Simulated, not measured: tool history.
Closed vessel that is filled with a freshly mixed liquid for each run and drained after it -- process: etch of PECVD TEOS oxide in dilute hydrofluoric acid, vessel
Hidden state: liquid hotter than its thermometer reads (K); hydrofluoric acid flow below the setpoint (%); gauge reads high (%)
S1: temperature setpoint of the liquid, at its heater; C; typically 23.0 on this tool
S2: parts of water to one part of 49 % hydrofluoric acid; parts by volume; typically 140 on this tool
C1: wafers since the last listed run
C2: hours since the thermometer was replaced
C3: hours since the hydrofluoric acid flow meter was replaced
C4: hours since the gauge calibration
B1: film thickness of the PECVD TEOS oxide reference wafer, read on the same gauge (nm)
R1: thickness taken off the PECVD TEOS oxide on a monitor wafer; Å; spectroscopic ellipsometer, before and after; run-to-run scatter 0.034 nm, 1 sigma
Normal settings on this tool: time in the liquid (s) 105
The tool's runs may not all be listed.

Run 1, hour 0.0: usual settings but S2 120 parts by volume, time in the liquid (s) 80; C1 0; C2 1423.5; C3 648.1; C4 12.7; B1 130.02. Result: R1 76.6 Å.
Run 2, hour 16.1: usual settings but S2 120 parts by volume, time in the liquid (s) 80; C1 1991; C2 1439.6; C3 664.2; C4 28.8; B1 129.96. Result: R1 76.4 Å.
Run 3, hour 28.6: usual settings but S2 120 parts by volume, time in the liquid (s) 80; C1 1546; C2 1452.1; C3 676.7; C4 41.3; B1 130.00. Result: R1 76.4 Å.
Run 4, hour 43.3: usual settings but S1 20.0 C; C1 1818; C2 1466.8; C3 691.4; C4 56.0; B1 129.99. Result: R1 74.4 Å.
Run 5, hour 60.0: usual settings but S2 115 parts by volume; C1 2065; C2 1483.5; C3 708.1; C4 72.7; B1 130.05. Result: R1 104.1 Å.
Run 6, hour 74.2: usual settings but S2 115 parts by volume; C1 1756; C2 1497.7; C3 722.3; C4 86.9; B1 129.97. Result: R1 104.3 Å.
Run 7, hour 91.4: usual settings but S1 27.0 C, S2 100 parts by volume; C1 2127; C2 1514.9; C3 739.5; C4 104.1; B1 130.00. Result: R1 142.7 Å.
Run 8, hour 100.1: usual settings but S2 165 parts by volume; C1 1076; C2 1523.6; C3 748.2; C4 112.8; B1 130.00. Result: R1 67.9 Å.
Run 9, hour 107.5: usual settings but S2 165 parts by volume; C1 915; C2 1531.0; C3 755.6; C4 120.2; B1 129.99. Result: R1 68.2 Å.
At hour 130.1: hydrofluoric acid flow meter replaced.
At hour 147.8: gauge calibrated.
Run 10, hour 148.4: usual settings but S1 25.5 C, S2 190 parts by volume, time in the liquid (s) 125; C1 4934; C2 1571.9; C3 18.3; C4 0.6; B1 129.96. Result: R1 69.4 Å.
Run 11, hour 155.7: usual settings but time in the liquid (s) 125; C1 902; C2 1579.2; C3 25.6; C4 7.9; B1 130.00. Result: R1 91.4 Å.
At hour 160.5: thermometer replaced.
Run 12, hour 163.8: usual settings; C1 878; C2 3.3; C3 33.7; C4 16.0; B1 130.04. Result: R1 76.9 Å.
At hour 172.2: hydrofluoric acid flow meter replaced, repeated, since the last time left the tool worse.
Run 13, hour 175.0: usual settings but S1 28.0 C; C1 1261; C2 14.5; C3 2.8; C4 27.2; B1 129.97. Result: R1 112.1 Å.
Run 14, hour 181.9: usual settings but S1 21.0 C, time in the liquid (s) 160; C1 853; C2 21.4; C3 9.7; C4 34.1; B1 130.02. Result: R1 131.3 Å.
Run 15, hour 199.5: usual settings but S1 21.0 C, S2 80 parts by volume, time in the liquid (s) 155; C1 2176; C2 39.0; C3 27.3; C4 51.7; B1 129.98. Result: R1 236.2 Å.
Run 16, hour 214.8: usual settings; C1 1892; C2 54.3; C3 42.6; C4 67.0; B1 130.00. Result: R1 92.3 Å.
Run 17, hour 221.4: usual settings but S1 26.5 C, S2 90 parts by volume, time in the liquid (s) 55; C1 816; C2 60.9; C3 49.2; C4 73.6; B1 129.99. Result: R1 91.9 Å.
Run 18, hour 232.8: usual settings but S1 19.5 C, S2 165 parts by volume, time in the liquid (s) 140; C1 1409; C2 72.3; C3 60.6; C4 85.0; B1 129.97. Result: R1 88.3 Å.

For some of the steps in R1 from one run to the next: how much would appear even if the tool had no hidden state, given the settings, what came in and random variation, and how much remains for the hidden state plus any gauge scatter that the measured result and the result without hidden state don't share?
Run 12 -> 13: S1 23.0 -> 28.0, hydrofluoric acid flow meter replaced, repeated, since the last time left the tool worse. R1 +35.2 Å: hidden state +15.7, all else +19.5.
Run 15 -> 16: S1 21.0 -> 23.0, S2 80 -> 140, time in the liquid (s) 155 -> 105. R1 -143.9 Å: hidden state +1.4, all else -145.3.
